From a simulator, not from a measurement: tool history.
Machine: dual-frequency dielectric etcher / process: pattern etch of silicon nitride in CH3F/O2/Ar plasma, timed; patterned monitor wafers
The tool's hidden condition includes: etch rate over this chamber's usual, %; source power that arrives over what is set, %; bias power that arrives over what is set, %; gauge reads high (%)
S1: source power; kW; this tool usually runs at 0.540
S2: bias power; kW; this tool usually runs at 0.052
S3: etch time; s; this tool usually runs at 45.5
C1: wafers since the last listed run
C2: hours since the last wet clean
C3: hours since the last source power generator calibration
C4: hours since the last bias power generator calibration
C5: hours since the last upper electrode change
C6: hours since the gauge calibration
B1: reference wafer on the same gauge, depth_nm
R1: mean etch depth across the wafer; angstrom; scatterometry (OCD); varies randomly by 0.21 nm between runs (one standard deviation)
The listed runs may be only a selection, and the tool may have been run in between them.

run,hour,S1,S2,S3,C1,C2,C3,C4,C5,C6,B1,R1
1,0.0,0.540,0.052,45.5,0,451.9,1031.5,835.1,1863.0,791.4,24.68,292.9
2,42.4,0.540,0.052,45.5,569,494.3,1073.9,877.5,1905.4,833.8,24.68,290.7
# hour 88.5: wet clean of the chamber
3,94.5,0.540,0.052,45.5,377,6.0,1126.0,929.6,1957.5,885.9,24.75,305.8
4,195.3,0.580,0.052,45.5,1353,106.8,1226.8,1030.4,2058.3,986.7,24.69,312.9
5,232.1,0.480,0.058,45.5,494,143.6,1263.6,1067.2,2095.1,1023.5,24.66,295.0
6,318.9,0.480,0.058,45.5,1165,230.4,1350.4,1154.0,2181.9,1110.3,24.71,292.1
7,399.9,0.540,0.052,45.5,1087,311.4,1431.4,1235.0,2262.9,1191.3,24.72,299.4
8,458.5,0.540,0.052,45.5,786,370.0,1490.0,1293.6,2321.5,1249.9,24.73,303.5
# hour 637.9: wet clean of the chamber
9,649.5,0.540,0.052,45.5,2242,11.6,1681.0,1484.6,2512.5,1440.9,24.65,301.7
# hour 667.1: gauge calibrated
10,707.7,0.540,0.052,45.5,781,69.8,1739.2,1542.8,2570.7,40.6,24.64,304.5
11,747.8,0.460,0.057,40.5,538,109.9,1779.3,1582.9,2610.8,80.7,24.74,252.3
12,798.4,0.500,0.052,45.5,679,160.5,1829.9,1633.5,2661.4,131.3,24.70,289.1
13,841.7,0.480,0.058,45.5,581,203.8,1873.2,1676.8,2704.7,174.6,24.71,290.2
# hour 861.6: bias power generator calibrated
14,947.2,0.540,0.055,45.5,1362,309.3,1978.7,85.6,2810.2,280.1,24.68,310.0
# hour 980.2: upper electrode replaced
# hour 994.8: source power generator calibrated
15,1025.8,0.540,0.052,45.5,679,387.9,31.0,164.2,45.6,358.7,24.74,296.4
16,1086.3,0.420,0.048,56.5,812,448.4,91.5,224.7,106.1,419.2,24.66,307.7
# hour 1197.9: wet clean of the chamber
17,1198.4,0.540,0.052,45.5,1182,0.5,203.6,336.8,218.2,531.3,24.68,306.0
18,1277.0,0.580,0.048,45.5,1055,79.1,282.2,415.4,296.8,609.9,24.71,309.2
19,1355.2,0.480,0.057,36.0,1049,157.3,360.4,493.6,375.0,688.1,24.68,229.1
20,1420.0,0.540,0.042,40.0,869,222.1,425.2,558.4,439.8,752.9,24.76,248.8

What if the next run were any one of these 4? Each begins from the tool's condition after run 20:
A,1420.4,0.540,0.052,45.5,5,222.5,425.6,558.8,440.2,753.3,?,?
B,1420.4,0.450,0.061,39.0,5,222.5,425.6,558.8,440.2,753.3,?,?
C,1420.4,0.500,0.044,49.5,5,222.5,425.6,558.8,440.2,753.3,?,?
D,1420.4,0.670,0.047,45.5,5,222.5,425.6,558.8,440.2,753.3,?,?

run,B1,R1
A,24.71,300.0
B,24.71,241.7
C,24.71,296.1
D,24.71,329.2
Take away the tool's hidden state, keep each run's random variation, and the runs would have read:
run,R1
A,303.0
B,244.1
C,299.0
D,332.5
